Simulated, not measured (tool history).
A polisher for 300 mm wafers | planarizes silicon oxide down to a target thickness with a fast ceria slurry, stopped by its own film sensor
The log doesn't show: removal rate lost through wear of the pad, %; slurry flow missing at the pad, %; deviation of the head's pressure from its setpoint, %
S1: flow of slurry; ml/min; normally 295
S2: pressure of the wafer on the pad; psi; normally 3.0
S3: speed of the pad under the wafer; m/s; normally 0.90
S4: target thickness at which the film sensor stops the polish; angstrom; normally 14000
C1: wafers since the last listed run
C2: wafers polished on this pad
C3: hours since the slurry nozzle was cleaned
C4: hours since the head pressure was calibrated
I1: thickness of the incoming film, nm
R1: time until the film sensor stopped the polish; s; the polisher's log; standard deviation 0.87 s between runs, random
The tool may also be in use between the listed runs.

run	hour	S1	S2	S3	S4	C1	C2	C3	C4	I1	R1
1	0.0	295	3.0	0.90	14000	0	642	308.1	424.5	2525.8	74.7
2	14.9	295	3.0	0.90	14000	169	811	323.0	439.4	2537.0	75.2
3	28.0	295	3.0	0.90	14000	148	960	336.1	452.5	2541.0	77.0
4	41.6	295	3.0	0.90	14000	154	1115	349.7	466.1	2510.3	75.3
5	66.0	295	3.0	0.90	14000	277	1392	374.1	490.5	2582.5	79.0
# hour 85.3: worn pad replaced by a new one
6	85.8	295	3.0	0.90	14000	179	5	393.9	510.3	2527.2	70.4
# hour 120.0: slurry nozzle cleaned
7	153.5	295	3.0	0.90	14000	758	764	33.5	578.0	2550.9	75.7
8	169.9	295	3.0	0.90	16390	186	950	49.9	594.4	2539.2	61.0
9	186.7	295	3.0	0.90	16390	190	1141	66.7	611.2	2555.4	61.1
10	211.8	295	3.0	0.90	14000	285	1426	91.8	636.3	2570.0	79.6
11	228.1	295	3.0	0.90	14000	185	1612	108.1	652.6	2534.0	78.8
# hour 234.5: worn pad replaced by a new one
12	246.7	295	3.0	0.90	14000	165	139	126.7	671.2	2530.1	73.3
13	350.6	270	3.0	0.90	14000	1181	1320	230.6	775.1	2519.8	78.1
14	366.9	295	3.0	0.58	15460	185	1505	246.9	791.4	2544.2	105.9
# hour 375.2: head pressure recalibrated
# hour 389.2: worn pad replaced by a new one
15	395.7	295	3.0	0.90	14000	259	73	275.7	20.5	2483.0	65.4
16	429.7	295	3.4	0.90	14000	386	460	309.7	54.5	2579.0	68.1
17	463.0	260	4.0	1.16	15120	378	838	343.0	87.8	2507.4	40.8
18	484.6	345	3.8	0.70	15280	245	1084	364.6	109.4	2519.3	68.3
19	514.0	295	3.0	1.10	14000	334	1418	394.0	138.8	2537.3	61.9
20	544.8	380	2.2	0.78	12510	350	1768	424.8	169.6	2528.5	122.3
# hour 547.8: slurry nozzle cleaned
# hour 556.0: worn pad replaced by a new one
21	572.3	295	3.0	0.90	14000	255	185	24.5	197.1	2528.2	71.4
22	593.4	400	3.0	1.10	14000	239	425	45.6	218.2	2498.6	57.2
23	612.9	195	2.3	0.90	14000	221	647	65.1	237.7	2562.7	96.2
24	645.4	205	2.6	0.82	14000	369	1016	97.6	270.2	2532.3	96.8
25	668.1	295	3.0	0.90	14000	258	1274	120.3	292.9	2539.1	76.9
# hour 681.8: worn pad replaced by a new one
26	694.5	295	3.4	1.22	14000	254	144	146.7	319.3	2558.3	49.4
27	727.7	360	3.0	0.90	11020	377	521	179.9	352.5	2558.7	95.3

What would each run have given without the hidden state, its run-to-run variation left as it was?
run	R1
1	66.1
2	66.0
3	67.2
4	65.5
5	68.2
6	65.2
7	65.6
8	52.5
9	52.3
10	67.8
11	66.9
12	67.3
13	67.4
14	91.1
15	63.4
16	63.0
17	36.8
18	60.9
19	54.6
20	107.0
21	66.1
22	51.6
23	85.5
24	84.5
25	66.6
26	45.8
27	85.2
